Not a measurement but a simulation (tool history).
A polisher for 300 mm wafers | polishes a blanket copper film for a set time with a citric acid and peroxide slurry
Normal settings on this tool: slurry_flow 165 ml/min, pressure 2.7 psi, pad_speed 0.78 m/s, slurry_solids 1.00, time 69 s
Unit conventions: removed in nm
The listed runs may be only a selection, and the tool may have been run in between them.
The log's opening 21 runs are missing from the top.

| run | hour | slurry_flow | pressure | pad_speed | slurry_solids | time | wafers since the last listed run | wafers polished on this pad | hours since the slurry nozzle was cleaned | hours since the head pressure was calibrated | hours since the slurry blender was calibrated | incoming thickness of the incoming film, nm | removed |
|---|---|---|---|---|---|---|---|---|---|---|---|---|---|
|  | 243.7 | worn pad replaced by a new one |
| 22 | 246.6 | 165 | 3.6 | 0.78 | 1.00 | 86 | 54 | 26 | 631.1 | 69.7 | 409.8 | 753.8 | 138.3 |
| 23 | 261.0 | 165 | 2.7 | 0.78 | 0.80 | 69 | 133 | 160 | 645.5 | 84.1 | 424.2 | 741.7 | 79.0 |
| 24 | 270.9 | 165 | 2.0 | 0.78 | 1.00 | 69 | 92 | 252 | 655.4 | 94.0 | 434.1 | 742.0 | 63.7 |
| 25 | 278.2 | 165 | 2.7 | 0.78 | 1.00 | 69 | 67 | 320 | 662.7 | 101.3 | 441.4 | 730.4 | 83.7 |
|  | 286.0 | slurry nozzle cleaned |
|  | 287.0 | slurry blender recalibrated |
| 26 | 287.5 | 130 | 3.5 | 0.78 | 1.00 | 47 | 68 | 388 | 1.5 | 110.6 | 0.5 | 750.9 | 79.0 |
| 27 | 300.9 | 165 | 2.7 | 0.78 | 1.15 | 69 | 124 | 513 | 14.9 | 124.0 | 13.9 | 730.3 | 95.9 |
|  | 309.9 | worn pad replaced by a new one |
| 28 | 314.3 | 165 | 2.7 | 0.78 | 1.00 | 90 | 87 | 41 | 28.3 | 137.4 | 27.3 | 736.6 | 122.6 |
| 29 | 345.4 | 130 | 2.7 | 1.00 | 0.85 | 80 | 289 | 330 | 59.4 | 168.5 | 58.4 | 752.1 | 129.1 |
| 30 | 358.8 | 110 | 2.7 | 0.94 | 0.85 | 76 | 124 | 455 | 72.8 | 181.9 | 71.8 | 739.9 | 108.1 |

4 ways to go on from here, each from the tool as it stands after run 30. What would each give?
| A | 359.2 | 165 | 2.7 | 1.06 | 1.00 | 69 | 3 | 458 | 73.2 | 182.3 | 72.2 | 746.3 | ? |
| B | 359.2 | 165 | 2.7 | 0.78 | 1.10 | 56 | 3 | 458 | 73.2 | 182.3 | 72.2 | 746.3 | ? |
| C | 359.2 | 130 | 3.5 | 0.96 | 1.00 | 69 | 3 | 458 | 73.2 | 182.3 | 72.2 | 746.3 | ? |
| D | 359.2 | 195 | 2.0 | 0.78 | 1.00 | 90 | 3 | 458 | 73.2 | 182.3 | 72.2 | 746.3 | ? |

| run | removed |
|---|---|
| A | 127.0 |
| B | 77.8 |
| C | 141.1 |
| D | 94.8 |
What these runs would have given with no unlogged condition in the tool:
| run | removed |
|---|---|
| A | 128.5 |
| B | 78.7 |
| C | 143.3 |
| D | 95.8 |
